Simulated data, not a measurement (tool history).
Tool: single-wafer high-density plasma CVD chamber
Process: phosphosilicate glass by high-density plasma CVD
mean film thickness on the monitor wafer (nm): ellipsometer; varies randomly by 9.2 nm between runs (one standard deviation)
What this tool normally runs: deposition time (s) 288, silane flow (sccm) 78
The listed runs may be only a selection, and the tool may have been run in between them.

run    hour  deposition time (s)  silane flow (sccm)  wafers since the last listed run  hours since the silane flow controller was replaced  hours since the gauge calibration  read-back reference wafer on the same gauge, thickness_nm  mean film thickness on the monitor wafer (nm)
  1     0.0                  288                  68                                 0                                               3285.3                             1056.2                                                   2549.537                                       2347.546
  2    60.0                  288                  68                               362                                               3345.3                             1116.2                                                   2548.703                                       2354.948
  3   118.3                  288                  78                               352                                               3403.6                             1174.5                                                   2551.138                                       2620.719
  4   175.4                  288                  78                               345                                               3460.7                             1231.6                                                   2549.758                                       2627.579
  5   256.2                  288                  78                               488                                               3541.5                             1312.4                                                   2550.402                                       2631.036
  6   325.6                  288                  78                               419                                               3610.9                             1381.8                                                   2551.006                                       2614.048
  7   349.7                  288                  78                               145                                               3635.0                             1405.9                                                   2550.967                                       2629.683
  8   412.1                  288                  78                               377                                               3697.4                             1468.3                                                   2551.788                                       2626.191
  9   450.3                  288                  78                               231                                               3735.6                             1506.5                                                   2549.515                                       2632.015
 10   517.2                  288                  73                               404                                               3802.5                             1573.4                                                   2549.171                                       2491.678
 11   559.2                  288                  73                               254                                               3844.5                             1615.4                                                   2551.040                                       2493.224
 12   599.3                  288                  73                               242                                               3884.6                             1655.5                                                   2549.113                                       2487.868
 13   655.3                  266                  78                               338                                               3940.6                             1711.5                                                   2548.159                                       2428.862
 14   686.1                  288                  86                               186                                               3971.4                             1742.3                                                   2550.525                                       2866.686
 15   747.3                  288                  78                               370                                               4032.6                             1803.5                                                   2552.011                                       2634.064
 16   800.7                  288                  78                               322                                               4086.0                             1856.9                                                   2548.589                                       2630.952
      837.1  -- silane flow controller replaced
 17   867.4                  288                  78                               355                                                 30.3                             1923.6                                                   2548.807                                       2515.676
 18   917.5                  288                  78                               302                                                 80.4                             1973.7                                                   2549.199                                       2509.798
 19   947.9                  288                  88                               183                                                110.8                             2004.1                                                   2549.524                                       2796.025
 20  1017.7                  288                  88                               422                                                180.6                             2073.9                                                   2549.281                                       2809.136
 21  1042.0                  288                  78                               146                                                204.9                             2098.2                                                   2550.529                                       2523.876
 22  1099.7                  288                  78                               348                                                262.6                             2155.9                                                   2550.385                                       2535.415
 23  1139.7                  328                  87                               241                                                302.6                             2195.9                                                   2550.475                                       3160.708
     1172.8  -- gauge calibrated
 24  1185.8                  288                  66                               278                                                348.7                               13.0                                                   2549.856                                       2220.549
 25  1234.0                  323                  78                               291                                                396.9                               61.2                                                   2550.679                                       2858.113
 26  1282.2                  308                  69                               291                                                445.1                              109.4                                                   2550.850                                       2450.984
 27  1313.7                  288                  78                               190                                                476.6                              140.9                                                   2550.510                                       2554.032
 28  1366.7                  329                  87                               320                                                529.6                              193.9                                                   2551.622                                       3195.034
 29  1415.0                  231                  63                               292                                                577.9                              242.2                                                   2550.743                                       1715.249
 30  1479.4                  265                  66                               389                                                642.3                              306.6                                                   2549.231                                       2053.935
 31  1534.4                  330                  71                               332                                                697.3                              361.6                                                   2549.763                                       2718.907
 32  1596.3                  288                  64                               374                                                759.2                              423.5                                                   2550.446                                       2185.173
 33  1629.0                  308                  84                               197                                                791.9                              456.2                                                   2550.758                                       2954.724
 34  1690.2                  311                  69                               370                                                853.1                              517.4                                                   2550.210                                       2505.902
 35  1758.6                  288                  78                               413                                                921.5                              585.8                                                   2549.954                                       2580.444
 36  1823.3                  304                  85                               391                                                986.2                              650.5                                                   2549.352                                       2922.961
 37  1883.4                  288                  78                               363                                               1046.3                              710.6                                                   2550.935                                       2581.218
 38  1953.2                  325                  83                               422                                               1116.1                              780.4                                                   2550.928                                       3075.621
 39  2001.8                  255                  78                               293                                               1164.7                              829.0                                                   2550.735                                       2293.619
 40  2048.0                  239                  92                               279                                               1210.9                              875.2                                                   2547.343                                       2490.104
 41  2111.9                  320                  85                               386                                               1274.8                              939.1                                                   2549.774                                       3102.944
 42  2161.1                  272                  70                               297                                               1324.0                              988.3                                                   2551.190                                       2226.147
 43  2210.5                  327                  93                               298                                               1373.4                             1037.7                                                   2550.310                                       3444.853
 44  2245.7                  288                  86                               212                                               1408.6                             1072.9                                                   2549.189                                       2824.225
 45  2297.1                  288                  78                               310                                               1460.0                             1124.3                                                   2551.417                                       2597.093

Alternative continuations, all from the tool just after run 45; predict every row:
  A  2297.6                  288                  78                                 3                                               1460.5                             1124.8                                                          ?                                              ?
  B  2297.6                  269                  78                                 3                                               1460.5                             1124.8                                                          ?                                              ?
  C  2297.6                  337                  63                                 3                                               1460.5                             1124.8                                                          ?                                              ?
  D  2297.6                  336                  92                                 3                                               1460.5                             1124.8                                                          ?                                              ?
  E  2297.6                  262                  70                                 3                                               1460.5                             1124.8                                                          ?                                              ?

run  read-back reference wafer on the same gauge, thickness_nm  mean film thickness on the monitor wafer (nm)
  A                                                   2551.128                                       2595.672
  B                                                   2551.128                                       2424.430
  C                                                   2551.128                                       2545.204
  D                                                   2551.128                                       3486.207
  E                                                   2551.128                                       2157.300
Take away the tool's hidden state, keep each run's random variation, and the runs would have read:
run  mean film thickness on the monitor wafer (nm)
  A                                       2517.808
  B                                       2351.703
  C                                       2468.854
  D                                       3381.630
  E                                       2092.586

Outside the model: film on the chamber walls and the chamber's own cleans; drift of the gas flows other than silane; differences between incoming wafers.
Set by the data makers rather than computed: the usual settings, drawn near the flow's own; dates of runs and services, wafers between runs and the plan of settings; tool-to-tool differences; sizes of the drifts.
